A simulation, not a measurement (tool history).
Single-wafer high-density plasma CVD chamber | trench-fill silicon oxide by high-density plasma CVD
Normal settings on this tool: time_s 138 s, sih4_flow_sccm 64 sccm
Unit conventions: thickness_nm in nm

run	hour	time_s	sih4_flow_sccm	read-back reference wafer on the same gauge, thickness_nm	thickness_nm
1	0	128	56	982.877	717.838
2	30.3	128	56	983.969	721.526
3	101.4	128	56	984.988	717.94
4	167.4	119	64	982.752	744.467
5	219.9	119	64	985.285	751.015
6	262.3	138	71	981.504	947.567
7	320.8	138	71	983.932	949.018
8	367.8	129	58	983.61	750.136
9	404.4	138	64	984.847	865.233
10	473.4	138	64	985.82	866.723
11	536.9	138	74	985.199	973.006
12	582.4	138	74	983.826	976.148
13	615.7	138	74	983.124	976.597
14	650.3	117	64	984.985	734.857
15	687.4	117	64	982.443	733.59
16	723	148	55	984.57	820.927
# hour 746.3: gauge calibrated
17	776.8	138	64	983.564	867.054
18	915.2	157	61	985.048	946.75
19	956.6	116	74	983.583	824.46
20	1022.3	148	64	983.687	931.698
21	1072	165	64	984.637	1032.711
# hour 1090.6: silane flow controller replaced
22	1122.3	164	58	983.1	991.721
23	1184.9	138	64	983.818	906.598
24	1239.2	145	71	985.239	1041.815
25	1310	123	73	983.793	901.296
26	1354.9	111	64	983.617	721.57
27	1426.8	127	64	983.535	829.755
28	1490.8	138	64	983.653	892.005
29	1560.9	164	53	984.38	909.882
30	1604.4	148	73	984.778	1074.924

Hidden state, per run?
gauge reads high (%): 0 on each run
H1: delivered silane flow above the setpoint (%)
run	H1
1	-4.81
2	-4.82
3	-4.85
4	-4.87
5	-4.89
6	-4.9
7	-4.92
8	-4.93
9	-4.94
10	-4.96
11	-4.98
12	-4.99
13	-5
14	-5.01
15	-5.01
16	-5.02
17	-5.03
18	-5.06
19	-5.07
20	-5.08
21	-5.09
22	0.481
23	0.231
24	0.0236
25	-0.234
26	-0.39
27	-0.629
28	-0.83
29	-1.04
30	-1.16
